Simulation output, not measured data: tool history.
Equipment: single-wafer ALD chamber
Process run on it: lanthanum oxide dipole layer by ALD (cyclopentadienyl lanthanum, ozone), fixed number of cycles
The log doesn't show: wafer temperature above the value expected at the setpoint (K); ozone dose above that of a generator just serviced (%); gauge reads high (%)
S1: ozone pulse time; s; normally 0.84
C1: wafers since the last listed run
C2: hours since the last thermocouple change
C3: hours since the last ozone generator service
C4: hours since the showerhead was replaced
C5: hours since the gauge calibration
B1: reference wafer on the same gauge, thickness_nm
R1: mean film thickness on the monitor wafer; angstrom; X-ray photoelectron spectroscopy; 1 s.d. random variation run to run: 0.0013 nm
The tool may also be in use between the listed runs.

run,hour,S1,C1,C2,C3,C4,C5,B1,R1
1,0,0.84,0,730.5,1771.3,6659.6,179.9,0.526,4.74
2,35.8,0.84,700,766.3,1807.1,6695.4,215.7,0.526,4.72
3,65.8,0.84,586,796.3,1837.1,6725.4,245.7,0.526,4.72
4,92,0.84,512,822.5,1863.3,6751.6,271.9,0.526,4.72
5,104.4,0.84,242,834.9,1875.7,6764,284.3,0.526,4.75
6,135.7,0.84,612,866.2,1907,6795.3,315.6,0.526,4.72
7,166.6,1.03,604,897.1,1937.9,6826.2,346.5,0.526,5.05
8,242.7,1.03,1488,973.2,2014,6902.3,422.6,0.526,5.07
9,267.5,1.03,485,998,2038.8,6927.1,447.4,0.526,5.08
10,289,0.71,420,1019.5,2060.3,6948.6,468.9,0.526,4.39
11,320.3,1.02,612,1050.8,2091.6,6979.9,500.2,0.526,5.1
# hour 357.5: ozone generator serviced
12,358,0.98,580,1088.5,0.5,7017.6,537.9,0.525,5.01
13,437.9,0.98,1562,1168.4,80.4,7097.5,617.8,0.525,4.99
14,465.5,0.98,539,1196,108,7125.1,645.4,0.526,5.01
15,498.5,0.84,645,1229,141,7158.1,678.4,0.526,4.73
16,530,0.94,616,1260.5,172.5,7189.6,709.9,0.526,4.94
17,563.6,0.84,657,1294.1,206.1,7223.2,743.5,0.526,4.71
# hour 570.1: gauge calibrated
18,596.4,0.6,641,1326.9,238.9,7256,26.3,0.526,4.04
19,620.7,0.94,475,1351.2,263.2,7280.3,50.6,0.526,4.94
# hour 649.3: thermocouple changed; heater temperature recalibrated
20,653.5,0.59,485,4.2,296,7313.1,83.4,0.526,3.99
# hour 676.3: showerhead replaced
21,686,0.55,479,36.7,328.5,9.7,115.9,0.526,3.83
22,699.9,1.09,271,50.6,342.4,23.6,129.8,0.527,5.19
23,716,1.08,314,66.7,358.5,39.7,145.9,0.526,5.14
24,730.1,0.53,275,80.8,372.6,53.8,160,0.526,3.77
25,752.2,0.69,432,102.9,394.7,75.9,182.1,0.526,4.32
26,781.5,1.14,573,132.2,424,105.2,211.4,0.526,5.23
27,812.5,0.75,606,163.2,455,136.2,242.4,0.526,4.5
28,847.4,0.84,682,198.1,489.9,171.1,277.3,0.525,4.72
29,867.1,0.74,385,217.8,509.6,190.8,297,0.526,4.47
30,882.5,1.05,301,233.2,525,206.2,312.4,0.526,5.12
31,898.8,0.84,318,249.5,541.3,222.5,328.7,0.526,4.75
32,916.9,1.08,354,267.6,559.4,240.6,346.8,0.526,5.14
33,932.4,0.65,303,283.1,574.9,256.1,362.3,0.526,4.2
34,944.6,1.17,238,295.3,587.1,268.3,374.5,0.526,5.28
35,978.7,1.01,667,329.4,621.2,302.4,408.6,0.526,5.07

Give the tool's hidden conditions for every run:
wafer temperature above the value expected at the setpoint (K): 0 in every run
ozone dose above that of a generator just serviced (%): 0 in every run
gauge reads high (%): 0 in every run

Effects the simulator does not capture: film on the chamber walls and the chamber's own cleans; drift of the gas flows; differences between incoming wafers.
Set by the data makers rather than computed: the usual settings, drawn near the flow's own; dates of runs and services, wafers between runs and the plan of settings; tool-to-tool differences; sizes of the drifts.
